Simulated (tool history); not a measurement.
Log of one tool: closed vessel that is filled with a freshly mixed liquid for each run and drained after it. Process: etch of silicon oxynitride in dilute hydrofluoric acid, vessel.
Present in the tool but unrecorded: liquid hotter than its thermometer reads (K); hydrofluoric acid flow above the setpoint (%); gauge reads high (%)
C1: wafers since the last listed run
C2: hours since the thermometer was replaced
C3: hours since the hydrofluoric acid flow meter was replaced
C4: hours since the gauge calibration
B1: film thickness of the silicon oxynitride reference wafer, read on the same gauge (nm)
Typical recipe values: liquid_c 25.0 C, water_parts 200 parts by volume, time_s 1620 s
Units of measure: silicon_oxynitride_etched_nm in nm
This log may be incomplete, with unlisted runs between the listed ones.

{"run": 1, "hour": 0.0, "liquid_c": 25.0, "water_parts": 200, "time_s": 1620, "C1": 0, "C2": 252.1, "C3": 489.4, "C4": 390.8, "B1": 110.01, "silicon_oxynitride_etched_nm": 17.15}
{"run": 2, "hour": 96.9, "liquid_c": 25.0, "water_parts": 200, "time_s": 1620, "C1": 2706, "C2": 349.0, "C3": 586.3, "C4": 487.7, "B1": 110.01, "silicon_oxynitride_etched_nm": 17.34}
{"run": 3, "hour": 391.9, "liquid_c": 25.0, "water_parts": 200, "time_s": 1620, "C1": 8240, "C2": 644.0, "C3": 881.3, "C4": 782.7, "B1": 109.99, "silicon_oxynitride_etched_nm": 18.1}
{"run": 4, "hour": 447.4, "liquid_c": 25.0, "water_parts": 200, "time_s": 1620, "C1": 1550, "C2": 699.5, "C3": 936.8, "C4": 838.2, "B1": 109.98, "silicon_oxynitride_etched_nm": 18.1}
{"run": 5, "hour": 540.0, "liquid_c": 29.0, "water_parts": 145, "time_s": 1620, "C1": 2586, "C2": 792.1, "C3": 1029.4, "C4": 930.8, "B1": 110.01, "silicon_oxynitride_etched_nm": 31.61}
{"run": 6, "hour": 603.0, "liquid_c": 25.0, "water_parts": 200, "time_s": 1620, "C1": 1759, "C2": 855.1, "C3": 1092.4, "C4": 993.8, "B1": 110.0, "silicon_oxynitride_etched_nm": 18.43}
{"run": 7, "hour": 683.2, "liquid_c": 25.0, "water_parts": 200, "time_s": 1620, "C1": 2240, "C2": 935.3, "C3": 1172.6, "C4": 1074.0, "B1": 109.99, "silicon_oxynitride_etched_nm": 18.6}
{"hour": 689.3, "done": "hydrofluoric acid flow meter replaced"}
{"run": 8, "hour": 737.2, "liquid_c": 21.0, "water_parts": 200, "time_s": 1620, "C1": 1480, "C2": 989.3, "C3": 47.9, "C4": 1128.0, "B1": 109.99, "silicon_oxynitride_etched_nm": 14.32}
{"hour": 829.4, "done": "thermometer replaced"}
{"run": 9, "hour": 983.1, "liquid_c": 21.0, "water_parts": 200, "time_s": 1620, "C1": 6841, "C2": 153.7, "C3": 293.8, "C4": 1373.9, "B1": 109.99, "silicon_oxynitride_etched_nm": 13.88}
{"run": 10, "hour": 1024.8, "liquid_c": 21.0, "water_parts": 200, "time_s": 1620, "C1": 1164, "C2": 195.4, "C3": 335.5, "C4": 1415.6, "B1": 110.0, "silicon_oxynitride_etched_nm": 14.22}
{"run": 11, "hour": 1073.3, "liquid_c": 25.0, "water_parts": 200, "time_s": 1620, "C1": 1354, "C2": 243.9, "C3": 384.0, "C4": 1464.1, "B1": 110.03, "silicon_oxynitride_etched_nm": 16.98}
{"hour": 1144.4, "done": "gauge calibrated"}
{"run": 12, "hour": 1246.8, "liquid_c": 26.5, "water_parts": 260, "time_s": 965, "C1": 4846, "C2": 417.4, "C3": 557.5, "C4": 102.4, "B1": 110.01, "silicon_oxynitride_etched_nm": 8.09}
{"run": 13, "hour": 1343.3, "liquid_c": 21.0, "water_parts": 160, "time_s": 1620, "C1": 2695, "C2": 513.9, "C3": 654.0, "C4": 198.9, "B1": 110.01, "silicon_oxynitride_etched_nm": 18.94}
{"run": 14, "hour": 1438.8, "liquid_c": 25.0, "water_parts": 245, "time_s": 1620, "C1": 2667, "C2": 609.4, "C3": 749.5, "C4": 294.4, "B1": 109.98, "silicon_oxynitride_etched_nm": 14.28}
{"run": 15, "hour": 1501.3, "liquid_c": 23.5, "water_parts": 295, "time_s": 675, "C1": 1745, "C2": 671.9, "C3": 812.0, "C4": 356.9, "B1": 109.99, "silicon_oxynitride_etched_nm": 4.44}
{"run": 16, "hour": 1588.8, "liquid_c": 27.0, "water_parts": 260, "time_s": 1620, "C1": 2444, "C2": 759.4, "C3": 899.5, "C4": 444.4, "B1": 110.01, "silicon_oxynitride_etched_nm": 14.59}
{"run": 17, "hour": 1628.4, "liquid_c": 25.0, "water_parts": 200, "time_s": 1620, "C1": 1106, "C2": 799.0, "C3": 939.1, "C4": 484.0, "B1": 110.0, "silicon_oxynitride_etched_nm": 18.26}
{"run": 18, "hour": 1665.1, "liquid_c": 25.0, "water_parts": 105, "time_s": 1345, "C1": 1025, "C2": 835.7, "C3": 975.8, "C4": 520.7, "B1": 109.99, "silicon_oxynitride_etched_nm": 31.09}
{"hour": 1688.7, "done": "hydrofluoric acid flow meter replaced"}
{"run": 19, "hour": 1752.2, "liquid_c": 25.0, "water_parts": 200, "time_s": 1620, "C1": 2405, "C2": 922.8, "C3": 63.5, "C4": 607.8, "B1": 110.01, "silicon_oxynitride_etched_nm": 17.71}
{"run": 20, "hour": 2002.5, "liquid_c": 25.0, "water_parts": 295, "time_s": 2350, "C1": 6991, "C2": 1173.1, "C3": 313.8, "C4": 858.1, "B1": 109.98, "silicon_oxynitride_etched_nm": 16.6}
{"hour": 2143.5, "done": "thermometer replaced"}
{"run": 21, "hour": 2289.5, "liquid_c": 22.0, "water_parts": 200, "time_s": 2040, "C1": 7989, "C2": 146.0, "C3": 600.8, "C4": 1145.1, "B1": 109.98, "silicon_oxynitride_etched_nm": 19.07}

Below are 5 alternative next runs, each starting from the tool's condition after run 21. Predict each:
{"run": "A", "hour": 2290.6, "liquid_c": 27.0, "water_parts": 200, "time_s": 1620, "C1": 30, "C2": 147.1, "C3": 601.9, "C4": 1146.2, "B1": "?", "silicon_oxynitride_etched_nm": "?"}
{"run": "B", "hour": 2290.6, "liquid_c": 27.0, "water_parts": 165, "time_s": 2260, "C1": 30, "C2": 147.1, "C3": 601.9, "C4": 1146.2, "B1": "?", "silicon_oxynitride_etched_nm": "?"}
{"run": "C", "hour": 2290.6, "liquid_c": 25.0, "water_parts": 130, "time_s": 1620, "C1": 30, "C2": 147.1, "C3": 601.9, "C4": 1146.2, "B1": "?", "silicon_oxynitride_etched_nm": "?"}
{"run": "D", "hour": 2290.6, "liquid_c": 25.0, "water_parts": 200, "time_s": 665, "C1": 30, "C2": 147.1, "C3": 601.9, "C4": 1146.2, "B1": "?", "silicon_oxynitride_etched_nm": "?"}
{"run": "E", "hour": 2290.6, "liquid_c": 27.5, "water_parts": 170, "time_s": 1215, "C1": 30, "C2": 147.1, "C3": 601.9, "C4": 1146.2, "B1": "?", "silicon_oxynitride_etched_nm": "?"}

run=A B1=109.98 silicon_oxynitride_etched_nm=19.07
run=B B1=109.98 silicon_oxynitride_etched_nm=33.17
run=C B1=109.98 silicon_oxynitride_etched_nm=28.37
run=D B1=109.98 silicon_oxynitride_etched_nm=7.17
run=E B1=109.98 silicon_oxynitride_etched_nm=17.62
The same runs, with their run-to-run variation unchanged, on a tool lacking any hidden condition would have given:
run=A silicon_oxynitride_etched_nm=17.55
run=B silicon_oxynitride_etched_nm=30.56
run=C silicon_oxynitride_etched_nm=26.17
run=D silicon_oxynitride_etched_nm=6.60
run=E silicon_oxynitride_etched_nm=16.23
